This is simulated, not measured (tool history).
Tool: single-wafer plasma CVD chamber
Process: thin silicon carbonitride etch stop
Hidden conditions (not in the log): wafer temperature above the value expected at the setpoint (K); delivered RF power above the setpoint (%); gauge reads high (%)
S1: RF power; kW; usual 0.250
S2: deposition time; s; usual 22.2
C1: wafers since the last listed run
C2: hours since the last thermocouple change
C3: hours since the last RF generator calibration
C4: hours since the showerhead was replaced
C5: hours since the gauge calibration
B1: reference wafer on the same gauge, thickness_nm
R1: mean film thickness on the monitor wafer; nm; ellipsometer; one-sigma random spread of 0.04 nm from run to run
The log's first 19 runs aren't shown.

{"hour": 1061.1, "done": "RF generator calibrated"}
{"run": 20, "hour": 1098.6, "S1": 0.25, "S2": 22.2, "C1": 1325, "C2": 500.7, "C3": 37.5, "C4": 377.2, "C5": 576.3, "B1": 11.297, "R1": 12.302}
{"run": 21, "hour": 1142.5, "S1": 0.25, "S2": 22.2, "C1": 1507, "C2": 544.6, "C3": 81.4, "C4": 421.1, "C5": 620.2, "B1": 11.305, "R1": 12.325}
{"run": 22, "hour": 1188.7, "S1": 0.28, "S2": 24.7, "C1": 1586, "C2": 590.8, "C3": 127.6, "C4": 467.3, "C5": 666.4, "B1": 11.307, "R1": 14.069}
{"run": 23, "hour": 1257.9, "S1": 0.285, "S2": 23.5, "C1": 2375, "C2": 660.0, "C3": 196.8, "C4": 536.5, "C5": 735.6, "B1": 11.288, "R1": 13.367}
{"run": 24, "hour": 1285.7, "S1": 0.27, "S2": 26.0, "C1": 954, "C2": 687.8, "C3": 224.6, "C4": 564.3, "C5": 763.4, "B1": 11.305, "R1": 14.657}
{"run": 25, "hour": 1346.8, "S1": 0.275, "S2": 22.2, "C1": 2097, "C2": 748.9, "C3": 285.7, "C4": 625.4, "C5": 824.5, "B1": 11.307, "R1": 12.525}
{"run": 26, "hour": 1388.9, "S1": 0.25, "S2": 20.1, "C1": 1445, "C2": 791.0, "C3": 327.8, "C4": 667.5, "C5": 866.6, "B1": 11.298, "R1": 11.097}
{"run": 27, "hour": 1456.4, "S1": 0.25, "S2": 18.1, "C1": 2317, "C2": 858.5, "C3": 395.3, "C4": 735.0, "C5": 934.1, "B1": 11.293, "R1": 10.034}
{"run": 28, "hour": 1483.9, "S1": 0.25, "S2": 17.8, "C1": 944, "C2": 886.0, "C3": 422.8, "C4": 762.5, "C5": 961.6, "B1": 11.293, "R1": 9.833}
{"run": 29, "hour": 1518.3, "S1": 0.29, "S2": 22.2, "C1": 1181, "C2": 920.4, "C3": 457.2, "C4": 796.9, "C5": 996.0, "B1": 11.301, "R1": 12.695}
{"run": 30, "hour": 1574.3, "S1": 0.205, "S2": 19.7, "C1": 1922, "C2": 976.4, "C3": 513.2, "C4": 852.9, "C5": 1052.0, "B1": 11.296, "R1": 10.372}
{"hour": 1585.5, "done": "RF generator calibrated, repeated, since the last time left the tool worse"}
{"run": 31, "hour": 1638.9, "S1": 0.25, "S2": 22.2, "C1": 1943, "C2": 1041.0, "C3": 53.4, "C4": 917.5, "C5": 1116.6, "B1": 11.299, "R1": 12.591}
{"run": 32, "hour": 1699.1, "S1": 0.27, "S2": 19.8, "C1": 2066, "C2": 1101.2, "C3": 113.6, "C4": 977.7, "C5": 1176.8, "B1": 11.302, "R1": 11.37}
{"run": 33, "hour": 1749.3, "S1": 0.235, "S2": 26.1, "C1": 1723, "C2": 1151.4, "C3": 163.8, "C4": 1027.9, "C5": 1227.0, "B1": 11.292, "R1": 14.567}
{"run": 34, "hour": 1802.5, "S1": 0.23, "S2": 25.9, "C1": 1826, "C2": 1204.6, "C3": 217.0, "C4": 1081.1, "C5": 1280.2, "B1": 11.3, "R1": 14.246}
{"run": 35, "hour": 1871.5, "S1": 0.23, "S2": 26.2, "C1": 2368, "C2": 1273.6, "C3": 286.0, "C4": 1150.1, "C5": 1349.2, "B1": 11.296, "R1": 14.546}
{"run": 36, "hour": 1903.6, "S1": 0.25, "S2": 18.7, "C1": 1102, "C2": 1305.7, "C3": 318.1, "C4": 1182.2, "C5": 1381.3, "B1": 11.305, "R1": 10.542}

Alternative continuations, all from the tool just after run 36; predict every row:
{"run": "A", "hour": 1904.0, "S1": 0.25, "S2": 19.6, "C1": 13, "C2": 1306.1, "C3": 318.5, "C4": 1182.6, "C5": 1381.7, "B1": "?", "R1": "?"}
{"run": "B", "hour": 1904.0, "S1": 0.28, "S2": 22.2, "C1": 13, "C2": 1306.1, "C3": 318.5, "C4": 1182.6, "C5": 1381.7, "B1": "?", "R1": "?"}
{"run": "C", "hour": 1904.0, "S1": 0.25, "S2": 20.5, "C1": 13, "C2": 1306.1, "C3": 318.5, "C4": 1182.6, "C5": 1381.7, "B1": "?", "R1": "?"}

run=A B1=11.318 R1=11.050
run=B B1=11.318 R1=12.845
run=C B1=11.318 R1=11.557
The same runs, with their run-to-run variation unchanged, on a tool lacking any hidden condition would have given:
run=A R1=11.084
run=B R1=12.885
run=C R1=11.593
